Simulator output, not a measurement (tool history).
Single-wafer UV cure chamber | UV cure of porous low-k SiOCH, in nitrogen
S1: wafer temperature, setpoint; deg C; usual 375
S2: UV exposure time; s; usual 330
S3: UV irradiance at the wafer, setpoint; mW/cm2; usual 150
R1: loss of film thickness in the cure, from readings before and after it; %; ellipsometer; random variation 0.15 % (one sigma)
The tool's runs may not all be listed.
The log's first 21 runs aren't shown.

{"run": 22, "hour": 271.5, "S1": 375, "S2": 330, "S3": 150, "R1": 15.63}
{"run": 23, "hour": 287.8, "S1": 375, "S2": 330, "S3": 150, "R1": 15.504}
{"hour": 296.6, "done": "quartz window cleaned"}
{"run": 24, "hour": 303.8, "S1": 356, "S2": 330, "S3": 150, "R1": 15.552}
{"run": 25, "hour": 321.3, "S1": 375, "S2": 330, "S3": 150, "R1": 16.004}
{"run": 26, "hour": 330.0, "S1": 395, "S2": 440, "S3": 188, "R1": 19.064}
{"run": 27, "hour": 339.2, "S1": 375, "S2": 405, "S3": 169, "R1": 17.505}
{"run": 28, "hour": 346.5, "S1": 361, "S2": 330, "S3": 150, "R1": 15.622}
{"run": 29, "hour": 357.0, "S1": 375, "S2": 330, "S3": 150, "R1": 15.483}
{"run": 30, "hour": 370.9, "S1": 384, "S2": 330, "S3": 163, "R1": 16.474}
{"run": 31, "hour": 382.3, "S1": 395, "S2": 330, "S3": 175, "R1": 16.764}
{"run": 32, "hour": 398.6, "S1": 382, "S2": 445, "S3": 187, "R1": 18.307}
{"hour": 410.1, "done": "UV bulbs replaced"}
{"run": 33, "hour": 410.6, "S1": 375, "S2": 330, "S3": 120, "R1": 17.044}
{"run": 34, "hour": 421.8, "S1": 387, "S2": 465, "S3": 150, "R1": 20.264}
{"run": 35, "hour": 439.7, "S1": 365, "S2": 330, "S3": 162, "R1": 18.297}
{"run": 36, "hour": 448.4, "S1": 375, "S2": 330, "S3": 150, "R1": 18.0}
{"run": 37, "hour": 466.3, "S1": 390, "S2": 330, "S3": 183, "R1": 19.36}
{"run": 38, "hour": 484.1, "S1": 375, "S2": 330, "S3": 150, "R1": 17.939}
{"run": 39, "hour": 492.8, "S1": 358, "S2": 235, "S3": 184, "R1": 16.525}
{"run": 40, "hour": 499.3, "S1": 357, "S2": 330, "S3": 140, "R1": 17.173}
{"run": 41, "hour": 512.4, "S1": 380, "S2": 255, "S3": 136, "R1": 16.051}
{"run": 42, "hour": 522.4, "S1": 375, "S2": 415, "S3": 150, "R1": 19.08}
{"run": 43, "hour": 530.2, "S1": 365, "S2": 330, "S3": 162, "R1": 18.262}

4 ways to go on from here, each from the tool as it stands after run 43. What would each give?
{"run": "A", "hour": 530.7, "S1": 375, "S2": 440, "S3": 150, "R1": "?"}
{"run": "B", "hour": 530.7, "S1": 375, "S2": 240, "S3": 150, "R1": "?"}
{"run": "C", "hour": 530.7, "S1": 365, "S2": 330, "S3": 116, "R1": "?"}
{"run": "D", "hour": 530.7, "S1": 356, "S2": 155, "S3": 172, "R1": "?"}

run=A R1=19.557
run=B R1=16.191
run=C R1=16.297
run=D R1=14.134
Without the tool's hidden state the same runs would have given:
run=A R1=20.403
run=B R1=17.024
run=C R1=17.131
run=D R1=14.942
